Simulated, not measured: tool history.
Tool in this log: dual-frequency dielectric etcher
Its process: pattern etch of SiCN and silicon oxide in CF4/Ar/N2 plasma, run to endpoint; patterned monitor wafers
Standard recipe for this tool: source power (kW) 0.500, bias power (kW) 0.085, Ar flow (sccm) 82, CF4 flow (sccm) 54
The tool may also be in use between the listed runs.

run,hour,source power (kW),bias power (kW),Ar flow (sccm),CF4 flow (sccm),"incoming incoming film thickness, nm",endpoint time (s)
1,0.0,0.500,0.085,82,54,14.20,13.7
2,14.1,0.500,0.085,82,54,14.14,13.6
# hour 49.5: wet clean of the chamber
3,50.0,0.500,0.085,82,61,14.25,13.8
4,50.3,0.580,0.074,72,54,14.22,12.7
5,66.3,0.500,0.085,66,54,14.05,13.5
6,91.5,0.500,0.078,82,54,13.92,14.2
# hour 113.0: source power generator calibrated
7,113.5,0.380,0.071,67,58,14.20,17.9
8,133.7,0.570,0.085,95,46,14.11,13.2
9,163.9,0.500,0.085,82,54,14.03,13.7
10,190.9,0.390,0.085,82,54,14.15,17.1
11,210.4,0.500,0.085,82,46,14.14,14.3
12,234.3,0.500,0.085,82,54,14.06,13.8
# hour 249.9: bias power generator calibrated
13,251.6,0.500,0.085,82,54,14.11,13.7
14,275.7,0.580,0.075,82,54,14.13,12.6
15,295.4,0.500,0.085,82,54,14.01,13.6
16,355.4,0.500,0.085,82,54,14.07,13.6
17,378.2,0.570,0.099,82,54,14.21,11.7
18,413.6,0.500,0.085,82,43,14.03,14.2
19,428.7,0.500,0.085,82,54,14.07,13.5
20,462.1,0.560,0.085,87,63,14.05,12.0
21,474.3,0.500,0.099,82,54,14.17,13.0
22,487.1,0.420,0.071,72,61,14.08,15.8
# hour 520.7: wet clean of the chamber
23,521.2,0.500,0.085,82,54,14.07,14.1
24,527.2,0.500,0.085,82,54,14.13,14.2

Here are 4 independent what-if runs from the current tool condition. What would each one return?
A,527.6,0.500,0.085,82,54,14.04,?
B,527.6,0.500,0.097,65,46,14.04,?
C,527.6,0.600,0.102,82,54,14.04,?
D,527.6,0.500,0.096,93,54,14.04,?

run,endpoint time (s)
A,14.1
B,13.5
C,11.4
D,13.7
Stripped of hidden state, with their random variation kept, the same runs would have yielded:
run,endpoint time (s)
A,14.0
B,13.4
C,11.3
D,13.7

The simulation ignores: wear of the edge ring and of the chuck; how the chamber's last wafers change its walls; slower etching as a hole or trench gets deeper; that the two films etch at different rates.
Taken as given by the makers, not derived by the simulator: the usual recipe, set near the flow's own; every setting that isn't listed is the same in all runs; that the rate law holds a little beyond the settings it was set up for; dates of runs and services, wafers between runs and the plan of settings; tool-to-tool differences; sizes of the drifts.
